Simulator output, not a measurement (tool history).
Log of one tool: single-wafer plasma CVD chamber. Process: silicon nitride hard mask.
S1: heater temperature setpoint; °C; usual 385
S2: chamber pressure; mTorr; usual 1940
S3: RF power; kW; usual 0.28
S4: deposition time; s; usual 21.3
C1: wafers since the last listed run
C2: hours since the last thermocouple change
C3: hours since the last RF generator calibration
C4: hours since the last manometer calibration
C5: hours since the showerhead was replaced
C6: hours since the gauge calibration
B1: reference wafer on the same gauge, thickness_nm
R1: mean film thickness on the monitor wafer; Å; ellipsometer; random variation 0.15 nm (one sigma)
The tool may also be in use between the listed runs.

run,hour,S1,S2,S3,S4,C1,C2,C3,C4,C5,C6,B1,R1
1,0,385,1940,0.28,21.3,0,1281.9,1335.4,1704.7,5968.3,673.4,20.491,251.99
2,21.6,385,1940,0.28,23.6,773,1303.5,1357,1726.3,5989.9,695,20.508,275.69
3,53.3,385,1940,0.28,23.6,1135,1335.2,1388.7,1758,6021.6,726.7,20.485,276.05
4,79,385,1940,0.28,21.3,920,1360.9,1414.4,1783.7,6047.3,752.4,20.493,250.68
5,97.6,385,1940,0.28,21.3,666,1379.5,1433,1802.3,6065.9,771,20.49,249.2
6,112.9,385,1940,0.28,21.3,548,1394.8,1448.3,1817.6,6081.2,786.3,20.533,250.66
7,144.4,385,1940,0.28,21.3,1128,1426.3,1479.8,1849.1,6112.7,817.8,20.525,252.63
# hour 161.2: gauge calibrated
8,164.9,385,1940,0.27,21.3,734,1446.8,1500.3,1869.6,6133.2,3.7,20.486,242.64
9,190.2,385,1940,0.28,21.3,906,1472.1,1525.6,1894.9,6158.5,29,20.52,250.56
10,222.1,385,1940,0.28,21.3,1143,1504,1557.5,1926.8,6190.4,60.9,20.54,251.08
11,236.1,385,1940,0.28,21.3,501,1518,1571.5,1940.8,6204.4,74.9,20.526,250.83
# hour 252.7: RF generator calibrated
12,269.6,385,1940,0.28,21.3,913,1551.5,16.9,1974.3,6237.9,108.4,20.504,250.1
13,304.2,385,1940,0.28,21.3,1239,1586.1,51.5,2008.9,6272.5,143,20.488,250.85
14,318.9,385,1770,0.28,21.3,526,1600.8,66.2,2023.6,6287.2,157.7,20.534,242.94
15,338.6,385,1940,0.325,19,705,1620.5,85.9,2043.3,6306.9,177.4,20.51,249.9
16,351.5,385,1940,0.28,21.3,462,1633.4,98.8,2056.2,6319.8,190.3,20.505,249.91
# hour 366.9: thermocouple changed; heater temperature recalibrated
# hour 373.2: showerhead replaced
17,373.7,400,1590,0.305,20,285,6.8,121,2078.4,0.5,212.5,20.492,234.71
18,396.7,385,2260,0.335,21.3,824,29.8,144,2101.4,23.5,235.5,20.481,297.33
19,421.1,385,1940,0.325,19,874,54.2,168.4,2125.8,47.9,259.9,20.496,248.43
20,441.5,385,1940,0.335,21.3,730,74.6,188.8,2146.2,68.3,280.3,20.492,284.62
# hour 454.8: capacitance manometer re-zeroed and calibrated
21,488.4,385,1940,0.32,22.8,1393,121.5,235.7,33.6,115.2,327.2,20.514,294.79
22,509.9,371,1600,0.28,21.3,770,143,257.2,55.1,136.7,348.7,20.535,239.94
23,528.3,385,1940,0.28,21.3,659,161.4,275.6,73.5,155.1,367.1,20.49,250.64
24,540.8,399,1590,0.28,21.3,447,173.9,288.1,86,167.6,379.6,20.476,235.51
25,561,377,1940,0.31,21.3,723,194.1,308.3,106.2,187.8,399.8,20.519,268.57
26,584.8,376,1940,0.32,21.3,852,217.9,332.1,130,211.6,423.6,20.507,274.15
27,614.2,377,1940,0.28,21.3,1053,247.3,361.5,159.4,241,453,20.517,249.82
28,634.5,392,1940,0.28,19.9,727,267.6,381.8,179.7,261.3,473.3,20.482,233.7
29,652.7,385,1940,0.28,21.3,652,285.8,400,197.9,279.5,491.5,20.524,251.07

Forecast each of these 4 alternatives for the next run:
A,653.1,385,1940,0.28,21.3,14,286.2,400.4,198.3,279.9,491.9,?,?
B,653.1,385,1940,0.315,19.3,14,286.2,400.4,198.3,279.9,491.9,?,?
C,653.1,385,1460,0.24,21.3,14,286.2,400.4,198.3,279.9,491.9,?,?
D,653.1,389,1690,0.295,24.1,14,286.2,400.4,198.3,279.9,491.9,?,?

run,B1,R1
A,20.486,252.18
B,20.486,248.57
C,20.486,208.04
D,20.486,285.2
Without the tool's hidden state the same runs would have given:
run,R1
A,252.18
B,248.57
C,208.04
D,285.2
